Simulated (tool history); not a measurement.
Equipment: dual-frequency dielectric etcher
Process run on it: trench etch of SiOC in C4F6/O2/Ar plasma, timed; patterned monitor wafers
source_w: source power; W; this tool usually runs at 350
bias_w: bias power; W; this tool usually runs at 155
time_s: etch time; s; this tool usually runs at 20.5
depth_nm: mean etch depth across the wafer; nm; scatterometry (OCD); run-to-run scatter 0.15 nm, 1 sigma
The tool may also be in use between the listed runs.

run    hour  source_w  bias_w  time_s  wafers since the last listed run  hours since the last wet clean  hours since the last source power generator calibration  hours since the last bias power generator calibration  hours since the last upper electrode change  hours since the gauge calibration  read-back reference wafer on the same gauge, depth_nm  depth_nm
  1     0.0       350     135    20.5                                 0                            33.7                                                   1056.4                                                 1573.7                                       1826.6                              482.7                                                  38.22     36.90
  2    55.6       350     155    20.5                              1036                            89.3                                                   1112.0                                                 1629.3                                       1882.2                              538.3                                                  38.24     38.52
  3   113.1       350     155    20.5                              1071                           146.8                                                   1169.5                                                 1686.8                                       1939.7                              595.8                                                  38.15     38.41
  4   145.5       350     155    20.5                               603                           179.2                                                   1201.9                                                 1719.2                                       1972.1                              628.2                                                  38.12     38.54
  5   176.3       350     155    20.5                               573                           210.0                                                   1232.7                                                 1750.0                                       2002.9                              659.0                                                  38.05     38.41
  6   209.9       350     155    20.5                               626                           243.6                                                   1266.3                                                 1783.6                                       2036.5                              692.6                                                  38.09     38.54
  7   281.7       350     155    20.5                              1338                           315.4                                                   1338.1                                                 1855.4                                       2108.3                              764.4                                                  37.95     38.43
  8   350.6       350     155    17.0                              1284                           384.3                                                   1407.0                                                 1924.3                                       2177.2                              833.3                                                  37.87     31.80
      408.2  -- gauge calibrated
  9   422.3       350     155    17.0                              1336                           456.0                                                   1478.7                                                 1996.0                                       2248.9                               14.1                                                  38.86     32.61
 10   488.7       350     155    17.0                              1237                           522.4                                                   1545.1                                                 2062.4                                       2315.3                               80.5                                                  38.79     32.79
      551.2  -- wet clean of the chamber
 11   630.2       350     155    16.5                              2189                            79.0                                                   1686.6                                                 2203.9                                       2456.8                              222.0                                                  38.64     31.39
      641.3  -- source power generator calibrated
      670.0  -- bias power generator calibrated
 12   675.8       350     155    16.5                               700                           124.6                                                     34.5                                                    5.8                                       2502.4                              267.6                                                  38.58     31.30
 13   728.4       350     155    16.5                               980                           177.2                                                     87.1                                                   58.4                                       2555.0                              320.2                                                  38.58     31.37
 14   755.1       350     155    18.5                               497                           203.9                                                    113.8                                                   85.1                                       2581.7                              346.9                                                  38.48     35.09
      796.7  -- upper electrode replaced
 15   797.2       350     182    19.0                               337                           246.0                                                    155.9                                                  127.2                                          0.5                              389.0                                                  38.46     38.54
 16   844.7       350     155    25.5                               885                           293.5                                                    203.4                                                  174.7                                         48.0                              436.5                                                  38.48     48.74
 17   875.7       420     118    17.5                               577                           324.5                                                    234.4                                                  205.7                                         79.0                              467.5                                                  38.39     32.31
 18   930.7       420     132    18.0                              1024                           379.5                                                    289.4                                                  260.7                                        134.0                              522.5                                                  38.29     34.56
 19   958.8       350     155    20.5                               523                           407.6                                                    317.5                                                  288.8                                        162.1                              550.6                                                  38.28     38.82
 20  1017.3       320     155    20.5                              1090                           466.1                                                    376.0                                                  347.3                                        220.6                              609.1                                                  38.23     37.10
 21  1073.8       350     155    18.5                              1052                           522.6                                                    432.5                                                  403.8                                        277.1                              665.6                                                  38.19     34.95
 22  1102.9       270     155    20.5                               542                           551.7                                                    461.6                                                  432.9                                        306.2                              694.7                                                  38.09     34.20
     1153.5  -- wet clean of the chamber
 23  1154.0       390     155    14.5                               505                             0.5                                                    512.7                                                  484.0                                        357.3                              745.8                                                  38.01     28.76
 24  1203.2       350     155    20.5                               916                            49.7                                                    561.9                                                  533.2                                        406.5                              795.0                                                  38.02     38.60
     1211.4  -- gauge calibrated
 25  1253.1       350     155    17.0                               929                            99.6                                                    611.8                                                  583.1                                        456.4                               41.7                                                  38.63     32.28
 26  1295.6       290     155    26.0                               792                           142.1                                                    654.3                                                  625.6                                        498.9                               84.2                                                  38.54     45.37
 27  1329.6       380     180    23.0                               633                           176.1                                                    688.3                                                  659.6                                        532.9                              118.2                                                  38.50     48.37

Alternative continuations, all from the tool just after run 27; predict every row:
  A  1330.0       350     155    20.5                                 7                           176.5                                                    688.7                                                  660.0                                        533.3                              118.6                                                      ?         ?
  B  1330.0       350     155    23.5                                 7                           176.5                                                    688.7                                                  660.0                                        533.3                              118.6                                                      ?         ?
  C  1330.0       300     155    20.5                                 7                           176.5                                                    688.7                                                  660.0                                        533.3                              118.6                                                      ?         ?

run  read-back reference wafer on the same gauge, depth_nm  depth_nm
  A                                                  38.50     39.15
  B                                                  38.50     44.88
  C                                                  38.50     36.39
Stripped of hidden state, with their random variation kept, the same runs would have yielded:
run  depth_nm
  A     39.45
  B     45.23
  C     36.67

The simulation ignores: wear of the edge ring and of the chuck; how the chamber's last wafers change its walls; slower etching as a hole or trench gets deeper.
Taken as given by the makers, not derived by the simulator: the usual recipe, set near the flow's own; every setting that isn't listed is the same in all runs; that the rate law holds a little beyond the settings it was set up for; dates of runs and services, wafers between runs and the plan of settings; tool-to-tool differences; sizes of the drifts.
